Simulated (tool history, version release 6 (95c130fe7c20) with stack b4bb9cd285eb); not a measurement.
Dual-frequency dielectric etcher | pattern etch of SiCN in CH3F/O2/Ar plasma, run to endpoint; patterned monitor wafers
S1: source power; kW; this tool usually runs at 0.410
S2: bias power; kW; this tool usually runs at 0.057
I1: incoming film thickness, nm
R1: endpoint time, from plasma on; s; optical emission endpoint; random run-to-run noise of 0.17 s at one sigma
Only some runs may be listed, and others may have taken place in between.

run	hour	S1	S2	I1	R1
1	0.0	0.410	0.057	7.20	21.8
2	107.1	0.410	0.057	7.24	21.3
3	138.5	0.410	0.057	7.22	21.1
4	161.0	0.410	0.057	7.18	21.3
5	175.6	0.410	0.057	7.23	20.8
6	206.2	0.410	0.057	7.15	20.9
7	237.3	0.410	0.057	7.23	20.8
8	260.8	0.410	0.057	7.20	20.6
9	280.2	0.410	0.057	7.20	20.7
# hour 301.9: source power generator calibrated
# hour 304.9: wet clean of the chamber
10	305.4	0.410	0.054	7.22	22.1
# hour 337.0: upper electrode replaced, of another model than before
11	337.5	0.410	0.057	7.25	21.4
12	344.1	0.410	0.044	7.19	25.7
# hour 364.8: bias power generator calibrated
13	376.5	0.410	0.057	7.22	21.0
14	405.2	0.360	0.053	7.28	22.9
15	422.3	0.500	0.057	7.20	20.3
16	439.9	0.410	0.057	7.22	20.9
17	470.3	0.480	0.049	7.23	22.6
18	484.6	0.410	0.057	7.18	20.4
19	500.4	0.470	0.070	7.20	18.0
20	526.6	0.380	0.070	7.27	18.8
21	539.3	0.510	0.071	7.17	17.3

Some steps in R1, run to run, broken into two amounts with sign: the step expected even without the hidden condition (settings, incoming material, random variation), and the rest, left for the hidden condition together with whatever gauge scatter is not in both the measured and the hidden-condition-free result:
The tool's hidden condition here consists of: etch rate over this chamber's usual, %; source power that arrives over what is set, %; bias power that arrives over what is set, %.
Run 1 -> 2: settings left as they were, no log entry in between. R1 -0.5 s: hidden state -0.3, all else -0.2.
Run 9 -> 10: S2 0.057 -> 0.054, source power generator calibrated, wet clean of the chamber. R1 +1.4 s: hidden state +0.7, all else +0.7.
Run 11 -> 12: S2 0.057 -> 0.044. R1 +4.3 s: hidden state +0.0, all else +4.3.
Run 12 -> 13: S2 0.044 -> 0.057, bias power generator calibrated. R1 -4.7 s: hidden state +0.0, all else -4.7.
